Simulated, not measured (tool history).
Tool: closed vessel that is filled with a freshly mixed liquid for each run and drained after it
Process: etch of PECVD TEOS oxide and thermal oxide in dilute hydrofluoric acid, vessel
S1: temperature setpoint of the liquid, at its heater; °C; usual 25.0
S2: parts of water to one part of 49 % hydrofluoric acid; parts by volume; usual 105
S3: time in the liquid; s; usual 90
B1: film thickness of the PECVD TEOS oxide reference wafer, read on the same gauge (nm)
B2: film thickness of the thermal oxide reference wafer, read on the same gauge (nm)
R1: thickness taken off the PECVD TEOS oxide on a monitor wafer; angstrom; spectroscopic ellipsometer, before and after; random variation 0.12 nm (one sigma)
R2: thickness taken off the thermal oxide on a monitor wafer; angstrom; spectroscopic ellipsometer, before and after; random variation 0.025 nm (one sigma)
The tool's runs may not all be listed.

| run | day | S1 | S2 | S3 | B1 | B2 | R1 | R2 |
|---|---|---|---|---|---|---|---|---|
| 1 | 0.000 | 24.0 | 105 | 65 | 50.02 | 69.979 | 101.7 | 27.41 |
| 2 | 1.804 | 25.0 | 85 | 130 | 50.06 | 69.999 | 266.4 | 72.23 |
| 3 | 3.171 | 25.0 | 85 | 130 | 49.99 | 70.015 | 266.5 | 72.90 |
| 4 | 4.304 | 25.0 | 85 | 130 | 49.98 | 70.002 | 271.0 | 72.78 |
| 5 | 7.033 | 25.0 | 105 | 90 | 50.01 | 70.049 | 145.3 | 39.56 |
| 6 | 9.158 | 25.0 | 105 | 90 | 49.98 | 69.946 | 145.1 | 39.29 |
| 7 | 11.262 | 25.0 | 105 | 90 | 50.02 | 70.026 | 146.2 | 39.62 |
| 8 | 13.504 | 26.5 | 80 | 90 | 50.05 | 69.971 | 208.2 | 56.92 |
| 9 | 14.579 | 25.0 | 105 | 90 | 50.01 | 69.997 | 142.7 | 39.71 |
| 10 | 17.162 | 25.0 | 105 | 90 | 50.01 | 69.996 | 144.0 | 39.91 |
|  | 25.129 | hydrofluoric acid flow meter replaced |
| 11 | 25.579 | 29.0 | 155 | 50 | 49.97 | 70.036 | 59.7 | 16.34 |
| 12 | 27.846 | 28.5 | 80 | 55 | 50.00 | 70.016 | 139.2 | 37.32 |
|  | 28.121 | gauge calibrated |
|  | 28.442 | thermometer replaced |
| 13 | 32.142 | 26.5 | 140 | 65 | 50.01 | 70.014 | 81.1 | 21.75 |
| 14 | 34.304 | 22.5 | 105 | 90 | 50.02 | 70.004 | 131.4 | 35.41 |
| 15 | 36.688 | 25.0 | 105 | 90 | 50.02 | 70.010 | 145.0 | 39.58 |
| 16 | 39.492 | 28.0 | 140 | 90 | 49.94 | 69.995 | 116.7 | 32.06 |
| 17 | 41.362 | 22.0 | 65 | 145 | 50.02 | 69.979 | 352.3 | 96.66 |
| 18 | 43.004 | 23.5 | 105 | 90 | 50.00 | 69.986 | 134.3 | 37.18 |

Run 19 comes next. What will it give?
| 19 | 44.558 | 23.0 | 90 | 130 | ? | ? | ? | ? |

Run 19 gave B1 50.02, B2 69.955, R1 231.0 angstrom, R2 63.75 angstrom.
Without the tool's hidden state the same run would have given R1 231.0 angstrom, R2 63.75 angstrom.
